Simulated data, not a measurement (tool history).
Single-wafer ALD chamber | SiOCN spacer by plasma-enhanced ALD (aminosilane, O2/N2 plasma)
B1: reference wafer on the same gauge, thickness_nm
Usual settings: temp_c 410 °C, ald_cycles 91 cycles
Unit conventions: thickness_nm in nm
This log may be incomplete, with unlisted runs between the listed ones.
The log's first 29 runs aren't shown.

Run 30, hour 2320.9: usual settings but temp_c 402 °C, ald_cycles 83 cycles; B1 5.561. Result: thickness_nm 4.953 nm.
Run 31, hour 2363.7: usual settings but temp_c 419 °C, ald_cycles 79 cycles; B1 5.564. Result: thickness_nm 4.543 nm.
Run 32, hour 2413.6: usual settings but temp_c 400 °C; B1 5.563. Result: thickness_nm 5.478 nm.
At hour 2435.2: thermocouple changed; heater temperature recalibrated.
Run 33, hour 2482.9: usual settings; B1 5.553. Result: thickness_nm 5.312 nm.
At hour 2531.7: gauge calibrated.
Run 34, hour 2561.8: usual settings but temp_c 402 °C, ald_cycles 99 cycles; B1 5.561. Result: thickness_nm 5.936 nm.
Run 35, hour 2627.5: usual settings but temp_c 416 °C, ald_cycles 79 cycles; B1 5.558. Result: thickness_nm 4.550 nm.
Run 36, hour 2673.8: usual settings but temp_c 398 °C, ald_cycles 84 cycles; B1 5.561. Result: thickness_nm 5.054 nm.
Run 37, hour 2767.3: usual settings but ald_cycles 106 cycles; B1 5.559. Result: thickness_nm 6.252 nm.
Run 38, hour 2864.8: usual settings but temp_c 403 °C; B1 5.559. Result: thickness_nm 5.473 nm.
Run 39, hour 2908.4: usual settings but ald_cycles 81 cycles; B1 5.560. Result: thickness_nm 4.787 nm.
Run 40, hour 3013.0: usual settings; B1 5.560. Result: thickness_nm 5.376 nm.
Run 41, hour 3075.7: usual settings but temp_c 415 °C, ald_cycles 82 cycles; B1 5.562. Result: thickness_nm 4.782 nm.
Run 42, hour 3176.5: usual settings but temp_c 414 °C; B1 5.565. Result: thickness_nm 5.293 nm.
Run 43, hour 3215.6: usual settings but ald_cycles 104 cycles; B1 5.556. Result: thickness_nm 6.154 nm.
Run 44, hour 3307.4: usual settings; B1 5.562. Result: thickness_nm 5.419 nm.

Alternative continuations, all from the tool just after run 44; predict every row:
Run A, hour 3308.0: usual settings; B1 ?. Result: thickness_nm ?.
Run B, hour 3308.0: usual settings but temp_c 420 °C, ald_cycles 82 cycles; B1 ?. Result: thickness_nm ?.
Run C, hour 3308.0: usual settings but ald_cycles 83 cycles; B1 ?. Result: thickness_nm ?.

run     B1  thickness_nm
  A  5.557         5.358
  B  5.557         4.660
  C  5.557         4.887
Without the tool's hidden state the same runs would have given:
run  thickness_nm
  A         5.283
  B         4.593
  C         4.819
